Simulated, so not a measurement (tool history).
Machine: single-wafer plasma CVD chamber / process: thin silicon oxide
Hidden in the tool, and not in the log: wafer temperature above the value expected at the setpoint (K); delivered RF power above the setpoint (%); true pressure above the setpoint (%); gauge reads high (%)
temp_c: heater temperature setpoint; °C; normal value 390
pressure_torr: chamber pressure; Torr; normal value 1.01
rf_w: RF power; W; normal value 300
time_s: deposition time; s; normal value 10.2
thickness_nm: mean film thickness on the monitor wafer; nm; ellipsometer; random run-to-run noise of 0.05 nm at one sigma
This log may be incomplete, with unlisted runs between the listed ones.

| run | hour | temp_c | pressure_torr | rf_w | time_s | wafers since the last listed run | hours since the last thermocouple change | hours since the last RF generator calibration | hours since the last manometer calibration | hours since the showerhead was replaced | hours since the gauge calibration | read-back reference wafer on the same gauge, thickness_nm | thickness_nm |
|---|---|---|---|---|---|---|---|---|---|---|---|---|---|
| 1 | 0 | 390 | 1.01 | 275 | 10.2 | 0 | 1465.8 | 1394.3 | 1798.8 | 3615.6 | 268.8 | 17.898 | 19.218 |
| 2 | 6.7 | 390 | 1.01 | 275 | 10.2 | 133 | 1472.5 | 1401 | 1805.5 | 3622.3 | 275.5 | 17.903 | 19.218 |
| 3 | 16.9 | 381 | 1.01 | 300 | 10.2 | 202 | 1482.7 | 1411.2 | 1815.7 | 3632.5 | 285.7 | 17.889 | 20.353 |
| 4 | 30.2 | 390 | 1.01 | 300 | 10.2 | 264 | 1496 | 1424.5 | 1829 | 3645.8 | 299 | 17.91 | 20.085 |
| 5 | 45.6 | 390 | 1.01 | 300 | 10.2 | 306 | 1511.4 | 1439.9 | 1844.4 | 3661.2 | 314.4 | 17.898 | 20.287 |
| 6 | 63.3 | 390 | 0.84 | 300 | 10.2 | 351 | 1529.1 | 1457.6 | 1862.1 | 3678.9 | 332.1 | 17.902 | 18.286 |
|  | 70.3 | gauge calibrated |
| 7 | 71.5 | 390 | 0.84 | 300 | 10.2 | 162 | 1537.3 | 1465.8 | 1870.3 | 3687.1 | 1.2 | 17.9 | 18.346 |
| 8 | 86.8 | 390 | 0.84 | 300 | 10.2 | 304 | 1552.6 | 1481.1 | 1885.6 | 3702.4 | 16.5 | 17.899 | 18.237 |
| 9 | 102.1 | 390 | 0.95 | 300 | 10.2 | 304 | 1567.9 | 1496.4 | 1900.9 | 3717.7 | 31.8 | 17.9 | 19.639 |
| 10 | 117.3 | 390 | 0.95 | 300 | 10.2 | 302 | 1583.1 | 1511.6 | 1916.1 | 3732.9 | 47 | 17.897 | 19.588 |
| 11 | 124.2 | 390 | 1.01 | 300 | 10.2 | 137 | 1590 | 1518.5 | 1923 | 3739.8 | 53.9 | 17.899 | 20.201 |
| 12 | 130.9 | 390 | 0.82 | 300 | 10.2 | 133 | 1596.7 | 1525.2 | 1929.7 | 3746.5 | 60.6 | 17.904 | 17.96 |
| 13 | 137.8 | 390 | 1.01 | 300 | 10.2 | 137 | 1603.6 | 1532.1 | 1936.6 | 3753.4 | 67.5 | 17.898 | 20.244 |
| 14 | 151 | 396 | 0.87 | 300 | 10.2 | 262 | 1616.8 | 1545.3 | 1949.8 | 3766.6 | 80.7 | 17.904 | 18.488 |
| 15 | 160.8 | 397 | 0.87 | 300 | 11.2 | 194 | 1626.6 | 1555.1 | 1959.6 | 3776.4 | 90.5 | 17.908 | 20.353 |
| 16 | 173.1 | 390 | 0.81 | 300 | 10.2 | 244 | 1638.9 | 1567.4 | 1971.9 | 3788.7 | 102.8 | 17.906 | 17.876 |
| 17 | 190.2 | 390 | 1.01 | 300 | 10.2 | 339 | 1656 | 1584.5 | 1989 | 3805.8 | 119.9 | 17.899 | 20.201 |
|  | 203 | showerhead replaced |
| 18 | 203.5 | 378 | 1.01 | 300 | 10.2 | 105 | 1669.3 | 1597.8 | 2002.3 | 0.5 | 133.2 | 17.91 | 20.267 |
|  | 214.8 | thermocouple changed; heater temperature recalibrated |
| 19 | 248.3 | 378 | 0.87 | 335 | 9.6 | 731 | 33.5 | 1642.6 | 2047.1 | 45.3 | 178 | 17.9 | 18.7 |
|  | 256.4 | RF generator calibrated |
| 20 | 258.5 | 390 | 1.01 | 300 | 10.2 | 43 | 43.7 | 2.1 | 2057.3 | 55.5 | 188.2 | 17.908 | 20.991 |
| 21 | 264.8 | 390 | 1.16 | 265 | 12 | 125 | 50 | 8.4 | 2063.6 | 61.8 | 194.5 | 17.898 | 24.641 |
| 22 | 271.4 | 390 | 1.01 | 300 | 10.9 | 131 | 56.6 | 15 | 2070.2 | 68.4 | 201.1 | 17.901 | 22.43 |
|  | 279.7 | capacitance manometer re-zeroed and calibrated |
| 23 | 321.7 | 390 | 0.79 | 275 | 10.2 | 840 | 106.9 | 65.3 | 42 | 118.7 | 251.4 | 17.894 | 17.465 |
| 24 | 333 | 390 | 1.01 | 300 | 10.2 | 224 | 118.2 | 76.6 | 53.3 | 130 | 262.7 | 17.894 | 20.879 |
| 25 | 343.7 | 390 | 1.01 | 275 | 10.2 | 212 | 128.9 | 87.3 | 64 | 140.7 | 273.4 | 17.902 | 19.909 |
| 26 | 352.7 | 390 | 1.01 | 300 | 11.6 | 178 | 137.9 | 96.3 | 73 | 149.7 | 282.4 | 17.905 | 23.755 |
| 27 | 362.2 | 385 | 0.94 | 355 | 10.8 | 188 | 147.4 | 105.8 | 82.5 | 159.2 | 291.9 | 17.903 | 23.246 |
| 28 | 368.5 | 378 | 1.01 | 300 | 10.2 | 125 | 153.7 | 112.1 | 88.8 | 165.5 | 298.2 | 17.896 | 20.975 |

Below, some changes in thickness_nm between adjacent runs. For each, the amount present without the hidden state too (settings, incoming material, random variation) and the amount remaining for the hidden state with gauge scatter not shared by both compared results:
Run 18 -> 19: pressure_torr 1.01 -> 0.87, rf_w 300 -> 335, time_s 10.2 -> 9.6, thermocouple changed; heater temperature recalibrated. thickness_nm -1.567 nm: hidden state +0.14, all else -1.707.
Run 19 -> 20: temp_c 378 -> 390, pressure_torr 0.87 -> 1.01, rf_w 335 -> 300, time_s 9.6 -> 10.2, RF generator calibrated. thickness_nm +2.291 nm: hidden state +0.716, all else +1.575.
Run 22 -> 23: pressure_torr 1.01 -> 0.79, rf_w 300 -> 275, time_s 10.9 -> 10.2, capacitance manometer re-zeroed and calibrated. thickness_nm -4.965 nm: hidden state -0.041, all else -4.924.
Run 25 -> 26: rf_w 275 -> 300, time_s 10.2 -> 11.6. thickness_nm +3.846 nm: hidden state -0.053, all else +3.899.
